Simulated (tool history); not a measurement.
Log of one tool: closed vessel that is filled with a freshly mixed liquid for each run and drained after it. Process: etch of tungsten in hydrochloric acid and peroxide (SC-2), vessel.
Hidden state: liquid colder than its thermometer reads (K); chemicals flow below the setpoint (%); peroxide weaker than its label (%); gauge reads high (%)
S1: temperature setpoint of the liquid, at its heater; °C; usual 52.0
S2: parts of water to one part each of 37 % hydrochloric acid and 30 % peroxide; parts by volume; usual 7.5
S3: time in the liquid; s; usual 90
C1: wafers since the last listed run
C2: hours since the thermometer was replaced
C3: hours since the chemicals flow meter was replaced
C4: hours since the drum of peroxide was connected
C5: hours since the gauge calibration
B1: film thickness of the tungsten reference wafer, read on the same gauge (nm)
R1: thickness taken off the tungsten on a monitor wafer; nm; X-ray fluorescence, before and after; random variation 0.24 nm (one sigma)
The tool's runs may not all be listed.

run,hour,S1,S2,S3,C1,C2,C3,C4,C5,B1,R1
1,0.0,52.0,9.5,75,0,226.4,816.1,20.5,1164.9,59.99,22.84
2,51.1,52.0,9.5,75,5992,277.5,867.2,71.6,1216.0,60.01,23.40
3,107.2,52.0,7.5,90,6578,333.6,923.3,127.7,1272.1,59.99,33.66
4,162.3,52.0,7.5,90,6461,388.7,978.4,182.8,1327.2,59.99,33.73
5,227.4,52.0,7.5,90,7634,453.8,1043.5,247.9,1392.3,59.98,33.83
6,288.0,52.0,7.5,90,7106,514.4,1104.1,308.5,1452.9,59.99,33.51
# hour 306.3: new drum of peroxide connected
7,338.9,52.0,7.5,90,5851,565.3,1155.0,32.6,1503.8,60.00,33.26
8,390.5,52.0,7.5,90,6051,616.9,1206.6,84.2,1555.4,60.03,33.81
9,455.0,58.0,7.5,90,7563,681.4,1271.1,148.7,1619.9,60.01,48.93
# hour 460.3: thermometer replaced
10,519.8,58.0,7.5,90,7481,59.5,1335.9,213.5,1684.7,59.99,49.54
11,553.9,58.0,7.5,90,3998,93.6,1370.0,247.6,1718.8,60.01,49.62
12,598.6,45.5,7.5,90,5241,138.3,1414.7,292.3,1763.5,59.99,21.63
13,633.1,45.5,7.5,90,4045,172.8,1449.2,326.8,1798.0,59.99,21.87
# hour 645.7: new drum of peroxide connected
14,687.0,45.5,7.5,90,6203,226.7,1503.1,41.3,1851.9,60.00,21.95
# hour 691.3: gauge calibrated
15,750.3,44.5,11.0,145,7423,290.0,1566.4,104.6,59.0,59.99,23.50
16,780.9,42.5,7.5,120,3588,320.6,1597.0,135.2,89.6,60.00,23.62
17,822.7,52.0,7.5,110,4901,362.4,1638.8,177.0,131.4,60.01,40.75
18,848.6,52.0,7.5,90,3037,388.3,1664.7,202.9,157.3,59.99,33.72
19,883.3,52.0,7.5,90,4069,423.0,1699.4,237.6,192.0,60.01,33.74
# hour 899.8: chemicals flow meter replaced
20,914.1,55.5,10.5,50,3494,453.8,14.3,268.4,222.8,59.98,17.78
# hour 942.2: new drum of peroxide connected
21,944.5,58.0,9.0,40,3447,484.2,44.7,2.3,253.2,60.00,18.78
22,1006.1,49.0,7.5,90,7223,545.8,106.3,63.9,314.8,60.00,27.74
# hour 1061.5: thermometer replaced
23,1062.0,58.5,4.5,145,6437,0.5,162.2,119.8,370.7,59.99,119.65
24,1160.0,46.5,4.5,90,11492,98.5,260.2,217.8,468.7,60.00,33.73
25,1190.8,52.0,7.5,90,3611,129.3,291.0,248.6,499.5,60.02,33.29
# hour 1261.7: new drum of peroxide connected
26,1262.2,52.0,7.5,90,8255,200.7,362.4,0.5,570.9,59.99,33.80
27,1312.2,52.0,7.5,120,5863,250.7,412.4,50.5,620.9,59.97,44.44
28,1343.8,52.0,7.5,120,3705,282.3,444.0,82.1,652.5,60.00,44.33
29,1408.8,46.5,7.5,35,7622,347.3,509.0,147.1,717.5,60.01,9.08

Hidden state at the last listed run before each entry between runs and at the first one after, where it differs:
Between runs 6 and 7: new drum of peroxide connected (hour 306.3)
  no hidden state differs between the two runs
Between runs 9 and 10: thermometer replaced (hour 460.3)
  no hidden state differs between the two runs
Between runs 13 and 14: new drum of peroxide connected (hour 645.7)
  no hidden state differs between the two runs
Between runs 14 and 15: gauge calibrated (hour 691.3)
  no hidden state differs between the two runs
Between runs 19 and 20: chemicals flow meter replaced (hour 899.8)
  no hidden state differs between the two runs
Between runs 20 and 21: new drum of peroxide connected (hour 942.2)
  no hidden state differs between the two runs
Between runs 22 and 23: thermometer replaced (hour 1061.5)
  no hidden state differs between the two runs
Between runs 25 and 26: new drum of peroxide connected (hour 1261.7)
  no hidden state differs between the two runs

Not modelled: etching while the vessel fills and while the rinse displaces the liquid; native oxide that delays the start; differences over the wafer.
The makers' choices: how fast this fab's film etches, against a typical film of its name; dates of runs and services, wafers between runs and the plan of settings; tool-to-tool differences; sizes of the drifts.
